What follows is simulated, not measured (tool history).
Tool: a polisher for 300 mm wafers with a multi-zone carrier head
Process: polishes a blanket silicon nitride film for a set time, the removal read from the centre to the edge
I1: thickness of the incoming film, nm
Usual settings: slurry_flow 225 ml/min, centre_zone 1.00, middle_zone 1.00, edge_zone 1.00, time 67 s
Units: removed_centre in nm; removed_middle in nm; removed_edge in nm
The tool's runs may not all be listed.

run 1 hour=0.0 | slurry_flow=225 centre_zone=1.00 middle_zone=1.00 edge_zone=1.00 time=67 | I1=523.1 | removed_centre=104.9 removed_middle=101.2 removed_edge=105.8
run 2 hour=32.8 | slurry_flow=225 centre_zone=1.00 middle_zone=1.00 edge_zone=1.09 time=67 | I1=527.2 | removed_centre=105.1 removed_middle=101.9 removed_edge=110.6
run 3 hour=88.6 | slurry_flow=150 centre_zone=1.00 middle_zone=1.05 edge_zone=1.07 time=59 | I1=523.8 | removed_centre=84.3 removed_middle=86.5 removed_edge=91.8
run 4 hour=149.8 | slurry_flow=225 centre_zone=1.00 middle_zone=1.00 edge_zone=1.00 time=82 | I1=527.9 | removed_centre=126.0 removed_middle=123.9 removed_edge=131.9
run 5 hour=199.8 | slurry_flow=250 centre_zone=1.00 middle_zone=1.00 edge_zone=0.89 time=67 | I1=521.6 | removed_centre=105.4 removed_middle=103.9 removed_edge=101.1
-- hour=205.4 carrier head's membrane replaced by a new one
-- hour=207.5 centre zone pressure recalibrated
-- hour=219.6 worn pad replaced by a new one
-- hour=245.0 edge zone pressure recalibrated
run 6 hour=269.7 | slurry_flow=175 centre_zone=1.00 middle_zone=1.00 edge_zone=0.96 time=56 | I1=512.9 | removed_centre=82.7 removed_middle=82.3 removed_edge=84.5
run 7 hour=301.8 | slurry_flow=225 centre_zone=1.00 middle_zone=1.00 edge_zone=1.00 time=67 | I1=518.3 | removed_centre=101.6 removed_middle=100.8 removed_edge=105.1
-- hour=313.2 slurry nozzle cleaned
run 8 hour=406.0 | slurry_flow=225 centre_zone=1.00 middle_zone=1.00 edge_zone=1.00 time=67 | I1=514.9 | removed_centre=102.5 removed_middle=102.0 removed_edge=104.3
run 9 hour=448.7 | slurry_flow=185 centre_zone=0.91 middle_zone=1.00 edge_zone=1.00 time=67 | I1=522.5 | removed_centre=91.5 removed_middle=98.9 removed_edge=104.7
run 10 hour=519.0 | slurry_flow=225 centre_zone=1.00 middle_zone=1.00 edge_zone=1.00 time=79 | I1=517.9 | removed_centre=121.6 removed_middle=118.4 removed_edge=124.8
run 11 hour=553.7 | slurry_flow=225 centre_zone=1.00 middle_zone=1.00 edge_zone=1.00 time=67 | I1=515.3 | removed_centre=103.0 removed_middle=101.1 removed_edge=106.4
run 12 hour=591.1 | slurry_flow=205 centre_zone=1.00 middle_zone=0.90 edge_zone=1.06 time=44 | I1=514.5 | removed_centre=68.5 removed_middle=60.6 removed_edge=71.5
run 13 hour=641.7 | slurry_flow=225 centre_zone=1.00 middle_zone=1.00 edge_zone=1.00 time=67 | I1=520.5 | removed_centre=101.9 removed_middle=102.2 removed_edge=107.1
-- hour=654.7 centre zone pressure recalibrated
run 14 hour=688.3 | slurry_flow=225 centre_zone=0.93 middle_zone=1.00 edge_zone=1.00 time=76 | I1=524.2 | removed_centre=108.6 removed_middle=116.3 removed_edge=120.0
-- hour=697.6 worn pad replaced by a new one
run 15 hour=720.6 | slurry_flow=225 centre_zone=1.00 middle_zone=1.00 edge_zone=1.00 time=67 | I1=518.3 | removed_centre=106.0 removed_middle=101.6 removed_edge=106.3
run 16 hour=776.3 | slurry_flow=195 centre_zone=0.93 middle_zone=1.00 edge_zone=1.00 time=67 | I1=511.9 | removed_centre=94.5 removed_middle=101.9 removed_edge=103.5
run 17 hour=844.5 | slurry_flow=225 centre_zone=1.06 middle_zone=1.00 edge_zone=1.00 time=45 | I1=519.9 | removed_centre=73.1 removed_middle=69.0 removed_edge=71.2
run 18 hour=873.7 | slurry_flow=285 centre_zone=0.90 middle_zone=0.90 edge_zone=0.93 time=67 | I1=517.4 | removed_centre=96.2 removed_middle=95.6 removed_edge=105.1
run 19 hour=928.8 | slurry_flow=270 centre_zone=0.91 middle_zone=1.00 edge_zone=1.00 time=67 | I1=517.1 | removed_centre=98.0 removed_middle=104.3 removed_edge=108.7
run 20 hour=993.9 | slurry_flow=225 centre_zone=1.00 middle_zone=1.00 edge_zone=1.06 time=73 | I1=514.8 | removed_centre=109.4 removed_middle=112.3 removed_edge=119.0
-- hour=1009.7 edge zone pressure recalibrated
run 21 hour=1029.5 | slurry_flow=225 centre_zone=1.00 middle_zone=1.00 edge_zone=1.00 time=67 | I1=515.9 | removed_centre=104.7 removed_middle=101.9 removed_edge=104.2
run 22 hour=1074.3 | slurry_flow=150 centre_zone=0.94 middle_zone=1.00 edge_zone=1.07 time=58 | I1=524.4 | removed_centre=78.3 removed_middle=82.7 removed_edge=90.4
run 23 hour=1134.4 | slurry_flow=265 centre_zone=0.95 middle_zone=1.00 edge_zone=1.00 time=67 | I1=524.7 | removed_centre=100.6 removed_middle=102.5 removed_edge=108.6

3 ways to go on from here, each from the tool as it stands after run 23. What would each give?
run A hour=1134.8 | slurry_flow=225 centre_zone=1.00 middle_zone=1.00 edge_zone=1.00 time=67 | I1=512.6 | removed_centre=? removed_middle=? removed_edge=?
run B hour=1134.8 | slurry_flow=225 centre_zone=1.04 middle_zone=1.00 edge_zone=1.07 time=67 | I1=512.6 | removed_centre=? removed_middle=? removed_edge=?
run C hour=1134.8 | slurry_flow=225 centre_zone=1.07 middle_zone=1.00 edge_zone=1.00 time=67 | I1=512.6 | removed_centre=? removed_middle=? removed_edge=?

run=A removed_centre=102.0 removed_middle=101.0 removed_edge=105.9
run=B removed_centre=106.1 removed_middle=100.9 removed_edge=109.4
run=C removed_centre=109.2 removed_middle=100.9 removed_edge=105.9
Without the tool's hidden state the same runs would have given:
run=A removed_centre=102.0 removed_middle=101.0 removed_edge=105.9
run=B removed_centre=106.1 removed_middle=100.9 removed_edge=109.4
run=C removed_centre=109.2 removed_middle=100.9 removed_edge=105.9
